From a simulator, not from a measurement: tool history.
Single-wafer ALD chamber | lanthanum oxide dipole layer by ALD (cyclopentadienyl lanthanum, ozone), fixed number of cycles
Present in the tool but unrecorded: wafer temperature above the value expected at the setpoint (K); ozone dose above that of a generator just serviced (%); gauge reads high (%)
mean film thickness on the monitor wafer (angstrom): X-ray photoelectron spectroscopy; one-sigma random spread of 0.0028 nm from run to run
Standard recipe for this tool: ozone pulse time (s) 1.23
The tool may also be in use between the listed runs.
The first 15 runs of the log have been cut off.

run	hour	ozone pulse time (s)	wafers since the last listed run	hours since the last thermocouple change	hours since the last ozone generator service	hours since the showerhead was replaced	hours since the gauge calibration	read-back reference wafer on the same gauge, thickness_nm	mean film thickness on the monitor wafer (angstrom)
# hour 709.6: showerhead replaced
16	747	1.7	714	2229.9	582.8	37.4	301.1	0.632	5.75
17	804.6	1.38	713	2287.5	640.4	95	358.7	0.632	5.53
18	854.8	1.61	621	2337.7	690.6	145.2	408.9	0.631	5.63
19	924.1	1.63	858	2407	759.9	214.5	478.2	0.628	5.73
# hour 963.6: thermocouple changed; heater temperature recalibrated
20	964.3	1.23	398	0.7	800.1	254.7	518.4	0.627	5.42
21	994	1.43	367	30.4	829.8	284.4	548.1	0.627	5.53
22	1037.4	1.23	537	73.8	873.2	327.8	591.5	0.625	5.42
23	1067.1	0.75	367	103.5	902.9	357.5	621.2	0.625	4.99
24	1103.8	1.69	454	140.2	939.6	394.2	657.9	0.625	5.68
25	1131.9	0.81	348	168.3	967.7	422.3	686	0.624	4.97
26	1229.9	1.4	1214	266.3	1065.7	520.3	784	0.621	5.5

The next listed run, before its measurement:
27	1274.7	1.08	555	311.1	1110.5	565.1	828.8	?	?

{"run 27": {"read-back reference wafer on the same gauge, thickness_nm": 0.621, "mean film thickness on the monitor wafer (angstrom)": 5.33}}
Had the tool carried no hidden state, the very same run would have given mean film thickness on the monitor wafer (angstrom) 5.56.

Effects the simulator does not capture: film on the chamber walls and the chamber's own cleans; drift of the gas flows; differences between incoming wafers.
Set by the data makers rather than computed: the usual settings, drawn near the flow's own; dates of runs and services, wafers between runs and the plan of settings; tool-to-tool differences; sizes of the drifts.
